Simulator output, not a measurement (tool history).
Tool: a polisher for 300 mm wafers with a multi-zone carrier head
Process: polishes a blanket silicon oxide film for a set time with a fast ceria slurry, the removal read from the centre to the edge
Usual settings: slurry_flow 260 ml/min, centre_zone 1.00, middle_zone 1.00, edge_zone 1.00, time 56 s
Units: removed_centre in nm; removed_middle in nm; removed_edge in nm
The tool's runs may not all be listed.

| run | hour | slurry_flow | centre_zone | middle_zone | edge_zone | time | wafers since the last listed run | wafers polished on this pad | hours since the slurry nozzle was cleaned | hours since the centre zone pressure was calibrated | hours since the edge zone pressure was calibrated | hours since the carrier head's membrane was replaced | incoming thickness of the incoming film, nm | removed_centre | removed_middle | removed_edge |
|---|---|---|---|---|---|---|---|---|---|---|---|---|---|---|---|---|
| 1 | 0.0 | 260 | 1.00 | 1.00 | 1.00 | 56 | 0 | 409 | 88.8 | 682.5 | 8.0 | 479.5 | 3377.2 | 1088.9 | 1098.9 | 1051.9 |
| 2 | 98.7 | 260 | 1.00 | 1.00 | 1.00 | 56 | 1114 | 1524 | 187.5 | 781.2 | 106.7 | 578.2 | 3347.0 | 1044.1 | 1048.2 | 1046.3 |
|  | 119.9 | centre zone pressure recalibrated |
| 3 | 133.0 | 260 | 1.00 | 1.00 | 1.00 | 56 | 364 | 1889 | 221.8 | 13.1 | 141.0 | 612.5 | 3298.6 | 1066.9 | 1070.3 | 1028.1 |
| 4 | 208.6 | 260 | 1.00 | 1.00 | 1.00 | 56 | 853 | 2742 | 297.4 | 88.7 | 216.6 | 688.1 | 3307.3 | 1045.6 | 1059.6 | 1044.1 |
|  | 216.4 | worn pad replaced by a new one |
| 5 | 222.1 | 345 | 1.00 | 1.00 | 1.05 | 50 | 107 | 63 | 310.9 | 102.2 | 230.1 | 701.6 | 3322.0 | 973.3 | 986.0 | 967.2 |
| 6 | 270.1 | 315 | 1.08 | 1.00 | 1.06 | 56 | 542 | 605 | 358.9 | 150.2 | 278.1 | 749.6 | 3293.3 | 1178.3 | 1076.4 | 1073.0 |
| 7 | 295.1 | 345 | 1.00 | 1.00 | 1.05 | 50 | 282 | 888 | 383.9 | 175.2 | 303.1 | 774.6 | 3356.4 | 988.2 | 979.5 | 965.8 |
| 8 | 326.5 | 260 | 1.00 | 0.89 | 1.00 | 56 | 354 | 1242 | 415.3 | 206.6 | 334.5 | 806.0 | 3370.5 | 1061.1 | 959.6 | 1035.8 |
| 9 | 346.1 | 215 | 1.00 | 1.10 | 1.00 | 56 | 221 | 1464 | 434.9 | 226.2 | 354.1 | 825.6 | 3345.9 | 1011.4 | 1088.3 | 990.0 |
| 10 | 362.5 | 210 | 1.00 | 1.00 | 1.00 | 45 | 185 | 1649 | 451.3 | 242.6 | 370.5 | 842.0 | 3341.2 | 788.1 | 799.8 | 793.5 |
| 11 | 395.1 | 185 | 1.12 | 1.04 | 0.88 | 56 | 368 | 2017 | 483.9 | 275.2 | 403.1 | 874.6 | 3319.3 | 1011.6 | 971.8 | 906.0 |
|  | 414.8 | carrier head's membrane replaced by a new one |
| 12 | 421.5 | 260 | 1.00 | 1.00 | 1.00 | 56 | 241 | 2259 | 510.3 | 301.6 | 429.5 | 6.7 | 3342.7 | 1036.4 | 1044.6 | 1011.4 |
|  | 449.6 | worn pad replaced by a new one |
| 13 | 470.1 | 260 | 1.00 | 1.00 | 0.93 | 56 | 503 | 231 | 558.9 | 350.2 | 478.1 | 55.3 | 3334.4 | 1029.6 | 1029.3 | 1001.6 |
| 14 | 491.8 | 215 | 1.09 | 0.90 | 1.12 | 56 | 245 | 476 | 580.6 | 371.9 | 499.8 | 77.0 | 3274.7 | 1041.9 | 904.7 | 1011.3 |

Forecast run 15:
| 15 | 506.8 | 260 | 1.07 | 1.00 | 0.95 | 56 | 169 | 646 | 595.6 | 386.9 | 514.8 | 92.0 | 3340.3 | ? | ? | ? |

{"run 15": {"removed_centre": 1089.2, "removed_middle": 1028.7, "removed_edge": 1000.0}}
Without the tool's hidden state the same run would have given removed_centre 1153.5 nm, removed_middle 1082.9 nm, removed_edge 1039.0 nm.
